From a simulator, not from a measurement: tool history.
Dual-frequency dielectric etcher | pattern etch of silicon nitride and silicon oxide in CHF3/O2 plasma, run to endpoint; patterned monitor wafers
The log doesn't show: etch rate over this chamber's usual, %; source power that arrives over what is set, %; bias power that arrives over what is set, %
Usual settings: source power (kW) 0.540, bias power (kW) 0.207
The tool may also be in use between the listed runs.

| run | day | source power (kW) | bias power (kW) | wafers since the last listed run | hours since the last wet clean | hours since the last source power generator calibration | hours since the last bias power generator calibration | hours since the last upper electrode change | incoming incoming film thickness, nm | endpoint time (s) |
|---|---|---|---|---|---|---|---|---|---|---|
| 1 | 0.000 | 0.540 | 0.207 | 0 | 392.1 | 3753.2 | 2405.1 | 5399.9 | 221.3 | 149.8 |
| 2 | 0.725 | 0.540 | 0.207 | 128 | 409.5 | 3770.6 | 2422.5 | 5417.3 | 219.5 | 149.6 |
| 3 | 1.317 | 0.540 | 0.207 | 105 | 423.7 | 3784.8 | 2436.7 | 5431.5 | 220.7 | 151.2 |
| 4 | 1.912 | 0.540 | 0.207 | 105 | 438.0 | 3799.1 | 2451.0 | 5445.8 | 220.7 | 150.7 |
| 5 | 2.408 | 0.540 | 0.207 | 88 | 449.9 | 3811.0 | 2462.9 | 5457.7 | 219.0 | 150.0 |
|  | 3.638 | wet clean of the chamber |
| 6 | 3.658 | 0.540 | 0.207 | 44 | 0.5 | 3841.0 | 2492.9 | 5487.7 | 221.7 | 145.7 |
| 7 | 3.671 | 0.630 | 0.207 | 2 | 0.8 | 3841.3 | 2493.2 | 5488.0 | 219.5 | 136.2 |
| 8 | 3.842 | 0.540 | 0.207 | 30 | 4.9 | 3845.4 | 2497.3 | 5492.1 | 218.6 | 143.2 |
|  | 4.846 | upper electrode replaced |
| 9 | 4.867 | 0.540 | 0.207 | 4 | 29.5 | 3870.0 | 2521.9 | 0.5 | 220.1 | 145.1 |
| 10 | 4.896 | 0.580 | 0.257 | 5 | 30.2 | 3870.7 | 2522.6 | 1.2 | 219.6 | 132.7 |
|  | 5.688 | bias power generator calibrated |
| 11 | 5.708 | 0.430 | 0.226 | 114 | 49.7 | 3890.2 | 0.5 | 20.7 | 220.7 | 153.1 |
|  | 6.117 | source power generator calibrated |
| 12 | 6.250 | 0.610 | 0.238 | 66 | 62.7 | 3.2 | 13.5 | 33.7 | 220.2 | 134.6 |
| 13 | 6.758 | 0.440 | 0.158 | 90 | 74.9 | 15.4 | 25.7 | 45.9 | 222.8 | 169.9 |
| 14 | 7.258 | 0.410 | 0.225 | 88 | 86.9 | 27.4 | 37.7 | 57.9 | 217.0 | 153.8 |
| 15 | 7.929 | 0.640 | 0.235 | 119 | 103.0 | 43.5 | 53.8 | 74.0 | 219.1 | 132.3 |
| 16 | 8.629 | 0.640 | 0.190 | 124 | 119.8 | 60.3 | 70.6 | 90.8 | 217.6 | 139.4 |

5 ways to go on from here, each from the tool as it stands after run 16. What would each give?
| A | 8.650 | 0.600 | 0.207 | 3 | 120.3 | 60.8 | 71.1 | 91.3 | 217.6 | ? |
| B | 8.650 | 0.450 | 0.251 | 3 | 120.3 | 60.8 | 71.1 | 91.3 | 217.6 | ? |
| C | 8.650 | 0.540 | 0.222 | 3 | 120.3 | 60.8 | 71.1 | 91.3 | 217.6 | ? |
| D | 8.650 | 0.450 | 0.253 | 3 | 120.3 | 60.8 | 71.1 | 91.3 | 217.6 | ? |
| E | 8.650 | 0.660 | 0.170 | 3 | 120.3 | 60.8 | 71.1 | 91.3 | 217.6 | ? |

| run | endpoint time (s) |
|---|---|
| A | 138.5 |
| B | 145.5 |
| C | 141.2 |
| D | 145.2 |
| E | 140.7 |
Without the tool's hidden state the same runs would have given:
| run | endpoint time (s) |
|---|---|
| A | 136.6 |
| B | 143.5 |
| C | 139.2 |
| D | 143.2 |
| E | 138.7 |
